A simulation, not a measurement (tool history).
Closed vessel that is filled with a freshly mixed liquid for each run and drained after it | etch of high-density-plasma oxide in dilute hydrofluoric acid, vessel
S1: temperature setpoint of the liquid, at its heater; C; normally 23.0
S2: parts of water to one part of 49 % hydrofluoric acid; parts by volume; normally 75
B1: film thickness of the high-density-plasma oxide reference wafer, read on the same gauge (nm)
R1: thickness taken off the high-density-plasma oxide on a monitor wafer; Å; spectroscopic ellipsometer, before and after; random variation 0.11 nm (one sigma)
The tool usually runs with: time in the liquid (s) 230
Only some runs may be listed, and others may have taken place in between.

run 1 hour=0.0 | S1=20.5 S2=75 time_in_the_liquid_(s)=230 | B1=70.03 | R1=135.5
run 2 hour=11.0 | S1=23.0 S2=75 time_in_the_liquid_(s)=230 | B1=69.96 | R1=149.4
run 3 hour=23.7 | S1=23.0 S2=100 time_in_the_liquid_(s)=230 | B1=70.00 | R1=109.9
run 4 hour=34.7 | S1=23.0 S2=100 time_in_the_liquid_(s)=230 | B1=70.03 | R1=110.2
run 5 hour=44.2 | S1=23.0 S2=75 time_in_the_liquid_(s)=230 | B1=69.99 | R1=153.0
run 6 hour=53.7 | S1=23.0 S2=75 time_in_the_liquid_(s)=230 | B1=70.01 | R1=151.1
run 7 hour=70.9 | S1=23.0 S2=75 time_in_the_liquid_(s)=230 | B1=69.99 | R1=152.3
run 8 hour=87.4 | S1=23.0 S2=75 time_in_the_liquid_(s)=230 | B1=70.00 | R1=151.6
run 9 hour=97.1 | S1=23.0 S2=75 time_in_the_liquid_(s)=230 | B1=69.98 | R1=151.0
run 10 hour=113.9 | S1=23.0 S2=75 time_in_the_liquid_(s)=230 | B1=69.98 | R1=150.4
run 11 hour=130.6 | S1=23.0 S2=75 time_in_the_liquid_(s)=230 | B1=70.05 | R1=149.2
run 12 hour=142.3 | S1=23.0 S2=75 time_in_the_liquid_(s)=230 | B1=70.01 | R1=150.8
run 13 hour=153.1 | S1=23.0 S2=75 time_in_the_liquid_(s)=260 | B1=70.00 | R1=170.9
run 14 hour=168.6 | S1=23.0 S2=75 time_in_the_liquid_(s)=260 | B1=70.03 | R1=171.8
-- hour=178.4 hydrofluoric acid flow meter replaced
run 15 hour=181.1 | S1=23.0 S2=75 time_in_the_liquid_(s)=260 | B1=69.99 | R1=171.7
run 16 hour=196.8 | S1=21.5 S2=75 time_in_the_liquid_(s)=230 | B1=70.00 | R1=143.9
run 17 hour=210.9 | S1=23.0 S2=75 time_in_the_liquid_(s)=230 | B1=70.01 | R1=152.5
run 18 hour=221.3 | S1=20.0 S2=50 time_in_the_liquid_(s)=230 | B1=69.98 | R1=208.1
-- hour=226.8 gauge calibrated
-- hour=235.2 thermometer replaced
run 19 hour=236.1 | S1=20.5 S2=75 time_in_the_liquid_(s)=230 | B1=69.96 | R1=137.3
run 20 hour=252.8 | S1=26.0 S2=35 time_in_the_liquid_(s)=135 | B1=69.99 | R1=227.3
run 21 hour=259.2 | S1=23.0 S2=75 time_in_the_liquid_(s)=230 | B1=70.01 | R1=150.5
run 22 hour=265.4 | S1=20.0 S2=60 time_in_the_liquid_(s)=230 | B1=69.99 | R1=169.8
run 23 hour=273.8 | S1=23.0 S2=75 time_in_the_liquid_(s)=230 | B1=70.02 | R1=151.1
run 24 hour=286.2 | S1=23.0 S2=55 time_in_the_liquid_(s)=230 | B1=70.03 | R1=209.1

What will run 25 give?
run 25 hour=302.3 | S1=23.0 S2=100 time_in_the_liquid_(s)=230 | B1=? | R1=?

{"run 25": {"B1": 70.01, "R1": 109.8}}
Minus the tool's unlogged condition, the same run would have read R1 109.8 Å.
